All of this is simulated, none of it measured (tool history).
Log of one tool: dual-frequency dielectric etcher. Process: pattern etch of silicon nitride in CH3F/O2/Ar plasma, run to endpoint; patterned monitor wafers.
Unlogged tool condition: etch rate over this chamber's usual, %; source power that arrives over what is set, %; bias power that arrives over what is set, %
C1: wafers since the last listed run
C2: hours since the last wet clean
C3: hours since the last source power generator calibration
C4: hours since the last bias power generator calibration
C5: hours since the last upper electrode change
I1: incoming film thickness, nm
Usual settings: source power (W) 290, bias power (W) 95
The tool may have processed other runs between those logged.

{"run": 1, "hour": 0.0, "source power (W)": 290, "bias power (W)": 95, "C1": 0, "C2": 181, "C3": 1588.4, "C4": 1513.4, "C5": 1888.5, "I1": 32.46, "endpoint time (s)": 53.2}
{"run": 2, "hour": 40.7, "source power (W)": 290, "bias power (W)": 95, "C1": 552, "C2": 221.7, "C3": 1629.1, "C4": 1554.1, "C5": 1929.2, "I1": 32.6, "endpoint time (s)": 54.6}
{"run": 3, "hour": 89.0, "source power (W)": 290, "bias power (W)": 95, "C1": 655, "C2": 270, "C3": 1677.4, "C4": 1602.4, "C5": 1977.5, "I1": 32.13, "endpoint time (s)": 53}
{"run": 4, "hour": 136.0, "source power (W)": 290, "bias power (W)": 90, "C1": 637, "C2": 317, "C3": 1724.4, "C4": 1649.4, "C5": 2024.5, "I1": 32.19, "endpoint time (s)": 56}
{"run": 5, "hour": 174.9, "source power (W)": 290, "bias power (W)": 90, "C1": 527, "C2": 355.9, "C3": 1763.3, "C4": 1688.3, "C5": 2063.4, "I1": 32.35, "endpoint time (s)": 56.2}
{"run": 6, "hour": 200.7, "source power (W)": 290, "bias power (W)": 90, "C1": 350, "C2": 381.7, "C3": 1789.1, "C4": 1714.1, "C5": 2089.2, "I1": 32.14, "endpoint time (s)": 56.1}
{"run": 7, "hour": 245.4, "source power (W)": 290, "bias power (W)": 112, "C1": 606, "C2": 426.4, "C3": 1833.8, "C4": 1758.8, "C5": 2133.9, "I1": 32.51, "endpoint time (s)": 49.6}
{"run": 8, "hour": 306.3, "source power (W)": 290, "bias power (W)": 95, "C1": 826, "C2": 487.3, "C3": 1894.7, "C4": 1819.7, "C5": 2194.8, "I1": 32.51, "endpoint time (s)": 55.7}
{"run": 9, "hour": 340.3, "source power (W)": 290, "bias power (W)": 95, "C1": 461, "C2": 521.3, "C3": 1928.7, "C4": 1853.7, "C5": 2228.8, "I1": 32.57, "endpoint time (s)": 55.4}
{"run": 10, "hour": 367.5, "source power (W)": 340, "bias power (W)": 95, "C1": 369, "C2": 548.5, "C3": 1955.9, "C4": 1880.9, "C5": 2256, "I1": 32.48, "endpoint time (s)": 52.1}
{"run": 11, "hour": 427.2, "source power (W)": 340, "bias power (W)": 95, "C1": 810, "C2": 608.2, "C3": 2015.6, "C4": 1940.6, "C5": 2315.7, "I1": 32.49, "endpoint time (s)": 52.1}
{"hour": 485.4, "done": "wet clean of the chamber"}
{"run": 12, "hour": 485.9, "source power (W)": 270, "bias power (W)": 95, "C1": 470, "C2": 0.5, "C3": 2074.3, "C4": 1999.3, "C5": 2374.4, "I1": 32.39, "endpoint time (s)": 54.8}
{"run": 13, "hour": 500.5, "source power (W)": 270, "bias power (W)": 95, "C1": 198, "C2": 15.1, "C3": 2088.9, "C4": 2013.9, "C5": 2389, "I1": 32.57, "endpoint time (s)": 55}
{"run": 14, "hour": 555.7, "source power (W)": 340, "bias power (W)": 76, "C1": 749, "C2": 70.3, "C3": 2144.1, "C4": 2069.1, "C5": 2444.2, "I1": 32.18, "endpoint time (s)": 57}
{"run": 15, "hour": 586.2, "source power (W)": 250, "bias power (W)": 111, "C1": 413, "C2": 100.8, "C3": 2174.6, "C4": 2099.6, "C5": 2474.7, "I1": 32.36, "endpoint time (s)": 52.9}
{"run": 16, "hour": 655.1, "source power (W)": 250, "bias power (W)": 72, "C1": 934, "C2": 169.7, "C3": 2243.5, "C4": 2168.5, "C5": 2543.6, "I1": 32.39, "endpoint time (s)": 69}
{"run": 17, "hour": 712.9, "source power (W)": 350, "bias power (W)": 75, "C1": 784, "C2": 227.5, "C3": 2301.3, "C4": 2226.3, "C5": 2601.4, "I1": 32.2, "endpoint time (s)": 57.4}
{"run": 18, "hour": 748.1, "source power (W)": 260, "bias power (W)": 79, "C1": 477, "C2": 262.7, "C3": 2336.5, "C4": 2261.5, "C5": 2636.6, "I1": 32.54, "endpoint time (s)": 64.5}
{"run": 19, "hour": 802.9, "source power (W)": 290, "bias power (W)": 80, "C1": 743, "C2": 317.5, "C3": 2391.3, "C4": 2316.3, "C5": 2691.4, "I1": 32.22, "endpoint time (s)": 60.1}
{"run": 20, "hour": 850.1, "source power (W)": 320, "bias power (W)": 95, "C1": 640, "C2": 364.7, "C3": 2438.5, "C4": 2363.5, "C5": 2738.6, "I1": 32.44, "endpoint time (s)": 52.2}
{"run": 21, "hour": 914.0, "source power (W)": 360, "bias power (W)": 108, "C1": 867, "C2": 428.6, "C3": 2502.4, "C4": 2427.4, "C5": 2802.5, "I1": 31.92, "endpoint time (s)": 46.1}
{"hour": 962.0, "done": "source power generator calibrated"}
{"run": 22, "hour": 962.3, "source power (W)": 330, "bias power (W)": 95, "C1": 601, "C2": 476.9, "C3": 0.3, "C4": 2475.7, "C5": 2850.8, "I1": 32.16, "endpoint time (s)": 52.2}
{"hour": 994.9, "done": "upper electrode replaced"}
{"hour": 1065.1, "done": "wet clean of the chamber"}
{"hour": 1145.6, "done": "bias power generator calibrated"}
{"run": 23, "hour": 1151.8, "source power (W)": 340, "bias power (W)": 95, "C1": 1865, "C2": 86.7, "C3": 189.8, "C4": 6.2, "C5": 156.9, "I1": 32.09, "endpoint time (s)": 49.9}
{"run": 24, "hour": 1188.5, "source power (W)": 330, "bias power (W)": 109, "C1": 498, "C2": 123.4, "C3": 226.5, "C4": 42.9, "C5": 193.6, "I1": 32.22, "endpoint time (s)": 46.3}
{"run": 25, "hour": 1221.8, "source power (W)": 340, "bias power (W)": 95, "C1": 451, "C2": 156.7, "C3": 259.8, "C4": 76.2, "C5": 226.9, "I1": 32.26, "endpoint time (s)": 50}
{"run": 26, "hour": 1432.2, "source power (W)": 270, "bias power (W)": 116, "C1": 2855, "C2": 367.1, "C3": 470.2, "C4": 286.6, "C5": 437.3, "I1": 32.5, "endpoint time (s)": 51.2}

Each row is a separate what-if for the run after 26, all from the same tool condition, not one after another. Results?
{"run": "A", "hour": 1432.6, "source power (W)": 290, "bias power (W)": 116, "C1": 5, "C2": 367.5, "C3": 470.6, "C4": 287, "C5": 437.7, "I1": 32.82, "endpoint time (s)": "?"}
{"run": "B", "hour": 1432.6, "source power (W)": 270, "bias power (W)": 73, "C1": 5, "C2": 367.5, "C3": 470.6, "C4": 287, "C5": 437.7, "I1": 32.82, "endpoint time (s)": "?"}
{"run": "C", "hour": 1432.6, "source power (W)": 320, "bias power (W)": 76, "C1": 5, "C2": 367.5, "C3": 470.6, "C4": 287, "C5": 437.7, "I1": 32.82, "endpoint time (s)": "?"}
{"run": "D", "hour": 1432.6, "source power (W)": 340, "bias power (W)": 104, "C1": 5, "C2": 367.5, "C3": 470.6, "C4": 287, "C5": 437.7, "I1": 32.82, "endpoint time (s)": "?"}
{"run": "E", "hour": 1432.6, "source power (W)": 330, "bias power (W)": 83, "C1": 5, "C2": 367.5, "C3": 470.6, "C4": 287, "C5": 437.7, "I1": 32.82, "endpoint time (s)": "?"}

run=A endpoint_time_(s)=49.7
run=B endpoint_time_(s)=67.9
run=C endpoint_time_(s)=61.2
run=D endpoint_time_(s)=49.3
run=E endpoint_time_(s)=57.1
Had the tool no hidden state, the same runs would have come out as:
run=A endpoint_time_(s)=48
run=B endpoint_time_(s)=65.5
run=C endpoint_time_(s)=59.1
run=D endpoint_time_(s)=47.6
run=E endpoint_time_(s)=55.1
